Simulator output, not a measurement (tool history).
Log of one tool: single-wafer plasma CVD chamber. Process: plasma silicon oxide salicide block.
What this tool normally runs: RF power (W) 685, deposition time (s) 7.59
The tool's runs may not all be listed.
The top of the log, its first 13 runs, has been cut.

run	day	RF power (W)	deposition time (s)	read-back reference wafer on the same gauge, thickness_nm	mean film thickness on the monitor wafer (nm)
14	38.671	720	7.59	72.291	78.071
15	41.425	720	7.59	72.230	78.235
# day 42.121: showerhead replaced, of another model than before
16	43.158	645	7.02	72.298	68.858
17	45.600	550	7.59	72.331	69.087
18	47.112	685	7.59	72.237	76.410
19	48.821	750	7.59	72.328	78.987
20	50.125	640	8.00	72.303	78.043
# day 51.667: RF generator calibrated
21	52.933	560	7.15	72.339	67.367
# day 56.458: gauge calibrated
22	60.596	685	7.59	72.276	77.606
23	63.271	750	7.59	72.337	80.540
24	65.512	720	7.59	72.278	79.333
25	67.033	625	6.76	72.345	66.107
26	68.688	685	7.59	72.221	77.109
27	69.954	580	7.59	72.335	71.799
28	72.238	775	7.59	72.344	81.221
29	74.238	685	8.87	72.293	89.888
30	76.088	625	9.09	72.293	88.824

What if the next run were any one of these 3? Each begins from the tool's condition after run 30:
A	76.104	685	6.11	?	?
B	76.104	790	6.10	?	?
C	76.104	570	7.59	?	?

run	read-back reference wafer on the same gauge, thickness_nm	mean film thickness on the monitor wafer (nm)
A	72.286	61.867
B	72.286	65.513
C	72.286	70.848
Without the tool's unlogged condition, the same runs would have read:
run	mean film thickness on the monitor wafer (nm)
A	63.003
B	66.716
C	72.149

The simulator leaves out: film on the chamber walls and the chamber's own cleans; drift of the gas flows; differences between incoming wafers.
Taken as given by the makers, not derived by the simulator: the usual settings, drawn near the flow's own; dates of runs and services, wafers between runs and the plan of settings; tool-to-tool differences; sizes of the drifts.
